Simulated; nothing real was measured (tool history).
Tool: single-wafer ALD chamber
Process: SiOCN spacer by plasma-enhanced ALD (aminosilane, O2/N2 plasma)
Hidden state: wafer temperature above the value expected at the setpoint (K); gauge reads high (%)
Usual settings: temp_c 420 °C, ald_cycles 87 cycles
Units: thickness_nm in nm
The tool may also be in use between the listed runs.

run    hour  temp_c  ald_cycles  wafers since the last listed run  hours since the last thermocouple change  hours since the gauge calibration  read-back reference wafer on the same gauge, thickness_nm  thickness_nm
  1       0     429          87                                 0                                     371.3                              521.5                                                      5.263         4.534
  2    33.8     429          87                               115                                     405.1                              555.3                                                      5.259         4.515
  3    75.9     429          87                               143                                     447.2                              597.4                                                       5.26         4.533
  4   129.2     420          87                               181                                     500.5                              650.7                                                      5.258         4.609
  5     185     420          87                               190                                     556.3                              706.5                                                       5.26         4.644
  6   334.3     420          87                               508                                     705.6                              855.8                                                      5.257         4.612
  7   375.8     420          76                               141                                     747.1                              897.3                                                      5.261         4.026
  8   413.9     420          87                               129                                     785.2                              935.4                                                      5.259         4.606
  9   454.4     420          87                               137                                     825.7                              975.9                                                      5.258         4.613
 10   490.2     420          91                               121                                     861.5                             1011.7                                                      5.258         4.821
 11   533.2     420          91                               146                                     904.5                             1054.7                                                      5.263         4.825
 12   574.3     420          91                               139                                     945.6                             1095.8                                                      5.261         4.828
 13   611.5     420          87                               126                                     982.8                               1133                                                      5.263         4.616
      645.1  -- gauge calibrated
 14   682.5     420          87                               241                                    1053.8                               37.4                                                      5.263         4.613
 15   730.5     413          87                               163                                    1101.8                               85.4                                                      5.258          4.69
 16     775     413          87                               151                                    1146.3                              129.9                                                      5.261         4.702
 17   808.7     420          94                               114                                      1180                              163.6                                                       5.26         4.976
 18   833.6     420          87                                84                                    1204.9                              188.5                                                      5.256         4.586
 19   884.1     420          87                               171                                    1255.4                                239                                                       5.26         4.632
 20   914.1     420          87                               102                                    1285.4                                269                                                      5.258         4.626
 21   950.1     409          92                               122                                    1321.4                                305                                                      5.261         5.007
 22     984     414          82                               115                                    1355.3                              338.9                                                       5.26         4.384
 23  1009.6     434          75                                87                                    1380.9                              364.5                                                      5.258         3.778
 24  1071.1     420          87                               209                                    1442.4                                426                                                      5.257         4.599
 25  1096.6     420          87                                86                                    1467.9                              451.5                                                       5.26         4.591
 26  1120.9     420          87                                82                                    1492.2                              475.8                                                      5.257          4.58
 27  1177.3     420         104                               192                                    1548.6                              532.2                                                      5.257         5.539
 28  1226.1     420          91                               166                                    1597.4                                581                                                      5.257         4.808
 29  1277.6     420          87                               175                                    1648.9                              632.5                                                       5.26         4.586
 30  1325.3     420          87                               162                                    1696.6                              680.2                                                      5.259         4.581
 31  1389.7     408          98                               219                                      1761                              744.6                                                       5.26          5.38
     1414.3  -- thermocouple changed; heater temperature recalibrated
 32  1448.3     414          75                               172                                        34                              803.2                                                      5.261         4.101
 33  1504.8     426          92                               192                                      90.5                              859.7                                                      5.261         4.878
 34  1542.8     406          81                               129                                     128.5                              897.7                                                      5.259         4.518
 35  1586.1     434          98                               147                                     171.8                                941                                                      5.257         5.041
 36  1631.2     433          98                               153                                     216.9                              986.1                                                      5.259         5.027
 37  1660.5     429          74                                99                                     246.2                             1015.4                                                      5.258         3.849
 38    1687     420          87                                90                                     272.7                             1041.9                                                      5.262         4.643
 39  1711.7     414          77                                84                                     297.4                             1066.6                                                      5.256          4.15
 40  1773.4     420          87                               210                                     359.1                             1128.3                                                      5.262         4.648
     1813.5  -- gauge calibrated
 41  1841.6     428          98                               232                                     427.3                               28.1                                                      5.262         5.097

Hidden state at the last listed run before each entry between runs and at the first one after, where it differs:
Between runs 13 and 14: gauge calibrated (hour 645.1)
  wafer temperature above the value expected at the setpoint (K): 5.88 -> 6.01
  measured less the result without the state, thickness_nm: -0.077 -> -0.08 nm
Between runs 31 and 32: thermocouple changed; heater temperature recalibrated (hour 1414.3)
  wafer temperature above the value expected at the setpoint (K): 6.7 -> 1.55
  measured less the result without the state, thickness_nm: -0.1 -> -0.018 nm
Between runs 40 and 41: gauge calibrated (hour 1813.5)
  wafer temperature above the value expected at the setpoint (K): 4.16 -> 4.54
  measured less the result without the state, thickness_nm: -0.055 -> -0.067 nm

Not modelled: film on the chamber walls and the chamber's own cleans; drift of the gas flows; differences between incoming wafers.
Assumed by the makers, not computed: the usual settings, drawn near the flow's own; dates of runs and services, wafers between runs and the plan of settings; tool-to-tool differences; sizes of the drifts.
